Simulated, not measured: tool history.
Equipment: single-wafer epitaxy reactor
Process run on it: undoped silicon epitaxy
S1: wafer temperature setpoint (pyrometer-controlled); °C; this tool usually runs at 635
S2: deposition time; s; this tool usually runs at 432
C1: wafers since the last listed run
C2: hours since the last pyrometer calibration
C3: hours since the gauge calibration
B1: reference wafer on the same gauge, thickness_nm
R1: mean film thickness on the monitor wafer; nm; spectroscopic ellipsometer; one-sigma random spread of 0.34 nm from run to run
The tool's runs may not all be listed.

run    hour   S1   S2   C1      C2      C3      B1      R1
  1     0.0  635  432    0   856.8   224.2  66.782  54.388
  2    60.1  635  432  272   916.9   284.3  66.737  54.189
  3   124.6  635  453  292   981.4   348.8  66.817  56.724
  4   180.6  635  432  254  1037.4   404.8  66.803  54.039
  5   231.2  635  432  229  1088.0   455.4  66.838  53.708
      259.7  -- pyrometer calibrated
  6   301.4  629  401  282    41.7   525.6  66.754  45.111
  7   339.8  629  401  174    80.1   564.0  66.826  45.126
  8   388.2  635  432  219   128.5   612.4  66.801  55.921
  9   454.5  635  455  301   194.8   678.7  66.812  58.286
 10   491.9  635  432  169   232.2   716.1  66.766  55.283
 11   537.8  635  432  208   278.1   762.0  66.808  56.059
 12   565.1  635  432  123   305.4   789.3  66.831  55.565
 13   595.7  627  432  138   336.0   819.9  66.802  46.025
 14   657.8  627  432  282   398.1   882.0  66.767  45.743
 15   725.9  627  432  309   466.2   950.1  66.820  45.788
 16   769.7  635  432  198   510.0   993.9  66.777  54.937
 17   794.8  635  464  114   535.1  1019.0  66.800  58.983
      795.7  -- gauge calibrated
 18   840.4  643  454  207   580.7    44.7  66.858  68.947
 19   945.8  626  399  478   686.1   150.1  66.889  41.485
 20   976.8  628  356  140   717.1   181.1  66.778  38.372
 21  1002.3  635  432  115   742.6   206.6  66.673  54.568
 22  1038.9  635  432  166   779.2   243.2  66.936  54.747
 23  1104.2  629  410  296   844.5   308.5  66.841  45.146
 24  1132.9  635  432  130   873.2   337.2  66.831  54.642
 25  1165.0  635  432  145   905.3   369.3  66.799  54.564
 26  1194.0  635  432  131   934.3   398.3  66.800  54.014
 27  1227.0  644  432  149   967.3   431.3  66.818  66.057
 28  1265.5  639  507  174  1005.8   469.8  66.866  69.223
 29  1316.6  635  432  232  1056.9   520.9  66.742  54.049
 30  1380.0  635  371  287  1120.3   584.3  66.809  45.975
     1390.4  -- pyrometer calibrated
 31  1434.3  635  432  210    43.9   638.6  66.751  56.062
 32  1470.2  627  461  163    79.8   674.5  66.778  50.062
 33  1633.9  622  475  743   243.5   838.2  66.680  45.518
 34  1822.2  647  398  855   431.8  1026.5  66.929  66.719
 35  1871.7  626  360  224   481.3  1076.0  66.831  37.669

How would selected steps in R1 from run to run divide? Give the signed amount a tool lacking its hidden state would still show from settings, what came in and random variation, and the signed amount left for the hidden state, including any gauge scatter that is not in both of the compared results.
What the log doesn't record here: wafer temperature above the value expected at the setpoint (K); gauge reads high (%).
Run 5 -> 6: S1 635 -> 629, S2 432 -> 401, pyrometer calibrated. R1 -8.597 nm: hidden state +1.968, all else -10.565.
Run 18 -> 19: S1 643 -> 626, S2 454 -> 399. R1 -27.462 nm: hidden state +0.406, all else -27.868.
Run 30 -> 31: S2 371 -> 432, pyrometer calibrated. R1 +10.087 nm: hidden state +1.577, all else +8.510.
Run 33 -> 34: S1 622 -> 647, S2 475 -> 398. R1 +21.201 nm: hidden state -0.604, all else +21.805.
Run 34 -> 35: S1 647 -> 626, S2 398 -> 360. R1 -29.050 nm: hidden state +0.397, all else -29.447.

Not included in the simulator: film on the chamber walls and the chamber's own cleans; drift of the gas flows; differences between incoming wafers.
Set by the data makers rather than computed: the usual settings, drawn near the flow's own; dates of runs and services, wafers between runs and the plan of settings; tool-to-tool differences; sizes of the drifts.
